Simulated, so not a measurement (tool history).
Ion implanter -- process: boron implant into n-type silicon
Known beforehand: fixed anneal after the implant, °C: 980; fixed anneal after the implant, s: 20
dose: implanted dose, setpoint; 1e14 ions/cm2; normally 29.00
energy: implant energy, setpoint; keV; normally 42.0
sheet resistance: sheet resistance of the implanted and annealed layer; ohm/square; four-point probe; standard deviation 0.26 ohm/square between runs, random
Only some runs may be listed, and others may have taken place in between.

run,hour,dose,energy,wafers since the last listed run,hours since the last dose calibration,hours since the extraction supply was calibrated,hours since the gauge calibration,"read-back reference wafer on the same gauge, sheet resistance",sheet resistance
1,0.0,23.30,42.0,0,972.3,5726.9,586.0,61.30,74.98
2,12.5,29.00,42.0,102,984.8,5739.4,598.5,61.39,65.81
3,34.1,29.00,42.0,177,1006.4,5761.0,620.1,61.31,65.35
4,49.6,29.00,42.0,127,1021.9,5776.5,635.6,61.35,66.20
5,76.9,29.00,36.5,224,1049.2,5803.8,662.9,61.22,67.84
6,106.7,24.03,33.0,244,1079.0,5833.6,692.7,61.33,76.04
# hour 179.3: Faraday cup replaced and dose calibrated
7,206.1,29.00,52.5,750,26.8,5933.0,792.1,61.25,62.64
8,232.0,29.00,52.5,212,52.7,5958.9,818.0,61.38,62.31
9,261.2,25.48,49.0,239,81.9,5988.1,847.2,61.30,68.42
10,290.9,25.48,49.0,243,111.6,6017.8,876.9,61.34,68.09
11,369.3,26.28,33.0,643,190.0,6096.2,955.3,61.29,71.56
12,387.3,26.28,33.0,147,208.0,6114.2,973.3,61.26,71.83
13,404.4,29.00,42.0,140,225.1,6131.3,990.4,61.29,64.64
14,418.4,29.00,42.0,114,239.1,6145.3,1004.4,61.29,64.95
15,432.5,29.00,42.0,115,253.2,6159.4,1018.5,61.27,64.75
# hour 451.6: gauge calibrated
16,463.8,29.00,42.0,257,284.5,6190.7,12.2,61.28,64.89
17,477.0,34.17,36.0,108,297.7,6203.9,25.4,61.28,62.06
18,491.9,22.40,51.5,122,312.6,6218.8,40.3,61.24,74.67
19,508.6,29.00,42.0,137,329.3,6235.5,57.0,61.30,65.09
20,544.0,29.00,42.0,290,364.7,6270.9,92.4,61.24,64.97
21,572.7,29.00,28.5,235,393.4,6299.6,121.1,61.37,71.06
22,601.4,29.00,42.0,235,422.1,6328.3,149.8,61.32,65.03
23,613.4,32.23,54.5,98,434.1,6340.3,161.8,61.30,59.41
24,643.6,35.64,29.5,248,464.3,6370.5,192.0,61.26,65.16
25,662.0,29.00,42.0,151,482.7,6388.9,210.4,61.21,65.34
# hour 678.3: extraction supply calibrated
26,695.4,31.53,53.5,208,516.1,17.1,243.8,61.30,60.43
27,712.2,29.00,53.0,137,532.9,33.9,260.6,61.32,63.64
28,724.3,35.00,56.0,99,545.0,46.0,272.7,61.31,56.70
29,750.4,29.00,42.0,214,571.1,72.1,298.8,61.28,65.39
30,764.3,26.15,42.0,114,585.0,86.0,312.7,61.35,69.45
31,782.6,29.00,42.0,150,603.3,104.3,331.0,61.24,65.34
32,811.1,33.38,42.0,234,631.8,132.8,359.5,61.27,60.34
33,826.6,25.01,47.5,127,647.3,148.3,375.0,61.29,70.91
34,855.9,33.14,46.5,240,676.6,177.6,404.3,61.35,60.03
35,888.2,29.00,42.0,265,708.9,209.9,436.6,61.35,65.80
36,921.3,35.40,53.0,271,742.0,243.0,469.7,61.29,56.51
37,938.9,23.53,34.5,144,759.6,260.6,487.3,61.28,76.35
38,970.7,29.00,34.0,261,791.4,292.4,519.1,61.28,67.92

Give the tool's hidden conditions for every run:
deviation of the true energy from its setpoint, %: 0 on each run
gauge reads high (%): 0 on each run
H1: deviation of the true dose from the Faraday cup's reading, %
run,H1
1,-3.6
2,-3.61
3,-3.63
4,-3.65
5,-3.67
6,-3.69
7,0.205
8,-0.0156
9,-0.248
10,-0.469
11,-0.982
12,-1.09
13,-1.18
14,-1.26
15,-1.33
16,-1.49
17,-1.55
18,-1.62
19,-1.69
20,-1.83
21,-1.94
22,-2.05
23,-2.09
24,-2.18
25,-2.24
26,-2.34
27,-2.38
28,-2.41
29,-2.48
30,-2.51
31,-2.55
32,-2.61
33,-2.65
34,-2.7
35,-2.76
36,-2.82
37,-2.85
38,-2.89
